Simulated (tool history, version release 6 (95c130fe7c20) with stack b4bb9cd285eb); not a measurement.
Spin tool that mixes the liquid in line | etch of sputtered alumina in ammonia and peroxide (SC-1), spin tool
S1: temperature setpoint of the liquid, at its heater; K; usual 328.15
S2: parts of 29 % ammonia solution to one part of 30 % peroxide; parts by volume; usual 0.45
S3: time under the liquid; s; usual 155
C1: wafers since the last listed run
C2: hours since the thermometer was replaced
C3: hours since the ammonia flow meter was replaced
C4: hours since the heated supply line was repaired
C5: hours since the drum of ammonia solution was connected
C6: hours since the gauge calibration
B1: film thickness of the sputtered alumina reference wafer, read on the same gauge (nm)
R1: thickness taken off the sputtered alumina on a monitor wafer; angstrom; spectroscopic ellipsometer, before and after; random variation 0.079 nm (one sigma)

run,hour,S1,S2,S3,C1,C2,C3,C4,C5,C6,B1,R1
1,0,328.15,0.4,155,0,1998.6,1754.1,1994.2,98.8,70.4,90.03,69.5
2,13.2,328.15,0.45,155,109,2011.8,1767.3,2007.4,112,83.6,90.03,68.9
3,23,324.65,0.6,250,81,2021.6,1777.1,2017.2,121.8,93.4,90.01,94
4,36.9,337.65,0.45,155,115,2035.5,1791,2031.1,135.7,107.3,90.02,115.5
# hour 44.3: heated supply line repaired
5,49.5,328.15,0.4,155,96,2048.1,1803.6,5.2,148.3,119.9,90,69.9
# hour 55.9: ammonia flow meter replaced
6,57.3,337.65,0.45,155,56,2055.9,1.4,13,156.1,127.7,90.02,114.8
7,64.4,328.15,0.45,65,58,2063,8.5,20.1,163.2,134.8,90.03,29.2
8,81.7,328.15,0.6,120,143,2080.3,25.8,37.4,180.5,152.1,90.01,55.6
9,92.4,328.15,0.45,155,88,2091,36.5,48.1,191.2,162.8,89.99,69.5
10,109.7,328.15,0.45,205,143,2108.3,53.8,65.4,208.5,180.1,90.05,91.4
# hour 115.1: thermometer replaced
11,119.1,335.15,0.3,85,69,4,63.2,74.8,217.9,189.5,89.97,60.5
12,131.1,321.15,0.5,155,99,16,75.2,86.8,229.9,201.5,89.98,56.2
13,142.7,328.15,0.35,200,96,27.6,86.8,98.4,241.5,213.1,90.01,99.5
14,158.6,319.15,0.45,155,131,43.5,102.7,114.3,257.4,229,89.99,48.9
15,178.7,328.15,0.45,155,166,63.6,122.8,134.4,277.5,249.1,90.01,79.5
16,192.4,328.15,0.45,155,113,77.3,136.5,148.1,291.2,262.8,90,78.9
17,203.5,328.15,0.65,100,91,88.4,147.6,159.2,302.3,273.9,90.04,53.1
18,219.7,324.65,0.25,85,134,104.6,163.8,175.4,318.5,290.1,89.99,33.9
19,230.7,328.15,0.45,115,91,115.6,174.8,186.4,329.5,301.1,90.01,59.1
20,246.7,328.15,0.45,155,132,131.6,190.8,202.4,345.5,317.1,89.99,78.7
21,253.3,337.15,0.45,185,54,138.2,197.4,209,352.1,323.7,90.02,153.1
22,264,325.15,0.35,155,88,148.9,208.1,219.7,362.8,334.4,89.95,65.6
23,278,328.15,0.45,185,116,162.9,222.1,233.7,376.8,348.4,89.99,94
24,291.2,336.65,0.65,200,109,176.1,235.3,246.9,390,361.6,90,163.9

Hidden state or all else? Some run-to-run changes of R1, split into what the settings, what came in and random variation would give without the hidden state, and what is left for the hidden state (with any gauge scatter that isn't in both results):
The hidden state here: liquid colder than its thermometer reads (K); ammonia flow below the setpoint (%); temperature lost on the way to the wafer (K); ammonia solution weaker than its label (%); gauge reads high (%).
Run 6 -> 7: S1 337.65 -> 328.15, S3 155 -> 65. R1 -85.6 angstrom: hidden state +12.6, all else -98.2.
Run 10 -> 11: S1 328.15 -> 335.15, S2 0.45 -> 0.3, S3 205 -> 85, thermometer replaced. R1 -30.9 angstrom: hidden state +14.4, all else -45.3.
Run 21 -> 22: S1 337.15 -> 325.15, S2 0.45 -> 0.35, S3 185 -> 155. R1 -87.5 angstrom: hidden state +1.6, all else -89.1.
